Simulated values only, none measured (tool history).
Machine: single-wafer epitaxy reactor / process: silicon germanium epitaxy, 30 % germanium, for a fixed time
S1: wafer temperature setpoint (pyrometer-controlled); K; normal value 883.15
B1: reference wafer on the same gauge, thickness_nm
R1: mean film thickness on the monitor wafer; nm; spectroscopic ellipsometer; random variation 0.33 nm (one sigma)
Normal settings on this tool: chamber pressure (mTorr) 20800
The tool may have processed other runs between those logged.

run 1 hour=0.0 | S1=883.15 chamber_pressure_(mTorr)=20800 | B1=56.119 | R1=67.880
run 2 hour=37.8 | S1=883.15 chamber_pressure_(mTorr)=20800 | B1=56.234 | R1=67.349
run 3 hour=91.5 | S1=892.15 chamber_pressure_(mTorr)=20800 | B1=56.095 | R1=78.413
run 4 hour=128.0 | S1=892.15 chamber_pressure_(mTorr)=20800 | B1=56.122 | R1=77.087
run 5 hour=222.7 | S1=883.15 chamber_pressure_(mTorr)=20800 | B1=56.278 | R1=67.564
run 6 hour=267.1 | S1=883.15 chamber_pressure_(mTorr)=20800 | B1=56.069 | R1=68.100
run 7 hour=337.9 | S1=883.15 chamber_pressure_(mTorr)=23800 | B1=56.267 | R1=71.079
run 8 hour=381.6 | S1=883.15 chamber_pressure_(mTorr)=20800 | B1=56.149 | R1=68.614
run 9 hour=451.7 | S1=883.15 chamber_pressure_(mTorr)=20800 | B1=56.227 | R1=68.446
-- hour=497.0 capacitance manometer re-zeroed and calibrated
run 10 hour=552.5 | S1=891.15 chamber_pressure_(mTorr)=20800 | B1=56.177 | R1=77.664
run 11 hour=616.5 | S1=883.15 chamber_pressure_(mTorr)=23100 | B1=56.236 | R1=70.638
run 12 hour=677.7 | S1=883.15 chamber_pressure_(mTorr)=23100 | B1=56.258 | R1=70.565
run 13 hour=732.8 | S1=887.15 chamber_pressure_(mTorr)=20800 | B1=56.244 | R1=72.572
run 14 hour=840.7 | S1=876.15 chamber_pressure_(mTorr)=20800 | B1=56.269 | R1=61.406
-- hour=870.7 showerhead replaced, of another model than before
run 15 hour=891.1 | S1=883.15 chamber_pressure_(mTorr)=20800 | B1=56.239 | R1=69.056
run 16 hour=936.9 | S1=870.15 chamber_pressure_(mTorr)=17100 | B1=56.129 | R1=54.461
-- hour=984.1 gauge calibrated
run 17 hour=988.3 | S1=883.15 chamber_pressure_(mTorr)=20800 | B1=56.310 | R1=68.622
run 18 hour=1069.9 | S1=890.15 chamber_pressure_(mTorr)=20800 | B1=56.150 | R1=76.414
-- hour=1096.1 pyrometer calibrated
run 19 hour=1155.6 | S1=873.15 chamber_pressure_(mTorr)=20800 | B1=56.118 | R1=56.169
run 20 hour=1251.2 | S1=874.15 chamber_pressure_(mTorr)=17900 | B1=56.276 | R1=55.994
run 21 hour=1306.1 | S1=869.15 chamber_pressure_(mTorr)=20800 | B1=56.245 | R1=53.204
run 22 hour=1426.7 | S1=883.15 chamber_pressure_(mTorr)=20800 | B1=56.231 | R1=66.728
run 23 hour=1469.4 | S1=883.15 chamber_pressure_(mTorr)=24200 | B1=56.311 | R1=68.172
run 24 hour=1510.6 | S1=883.15 chamber_pressure_(mTorr)=17300 | B1=56.206 | R1=64.802
run 25 hour=1577.8 | S1=883.15 chamber_pressure_(mTorr)=20800 | B1=56.345 | R1=65.589
run 26 hour=1648.4 | S1=883.15 chamber_pressure_(mTorr)=24200 | B1=56.272 | R1=67.969
run 27 hour=1721.0 | S1=891.15 chamber_pressure_(mTorr)=20800 | B1=56.094 | R1=75.200
run 28 hour=1789.0 | S1=897.15 chamber_pressure_(mTorr)=15900 | B1=56.181 | R1=79.512
run 29 hour=1842.2 | S1=883.15 chamber_pressure_(mTorr)=20800 | B1=56.318 | R1=66.574
run 30 hour=1888.8 | S1=888.15 chamber_pressure_(mTorr)=17900 | B1=56.251 | R1=70.456
run 31 hour=1966.7 | S1=874.15 chamber_pressure_(mTorr)=20800 | B1=56.220 | R1=58.447
run 32 hour=2028.5 | S1=878.15 chamber_pressure_(mTorr)=23500 | B1=56.220 | R1=62.680
run 33 hour=2072.0 | S1=883.15 chamber_pressure_(mTorr)=16500 | B1=56.316 | R1=64.920
-- hour=2085.7 capacitance manometer re-zeroed and calibrated
run 34 hour=2121.6 | S1=888.15 chamber_pressure_(mTorr)=25600 | B1=56.242 | R1=74.947
run 35 hour=2198.8 | S1=879.15 chamber_pressure_(mTorr)=16300 | B1=56.370 | R1=61.098

Hidden state or all else? Some run-to-run changes of R1, split into what the settings, what came in and random variation would give without the hidden state, and what is left for the hidden state (with any gauge scatter that isn't in both results):
Hidden conditions of the tool in this case: wafer temperature above the value expected at the setpoint (K); true pressure above the setpoint (%); gauge reads high (%).
Run 15 -> 16: S1 883.15 -> 870.15, chamber pressure (mTorr) 20800 -> 17100. R1 -14.595 nm: hidden state -0.470, all else -14.125.
Run 16 -> 17: S1 870.15 -> 883.15, chamber pressure (mTorr) 17100 -> 20800, gauge calibrated. R1 +14.161 nm: hidden state +0.552, all else +13.609.
Run 18 -> 19: S1 890.15 -> 873.15, pyrometer calibrated. R1 -20.245 nm: hidden state -3.233, all else -17.012.
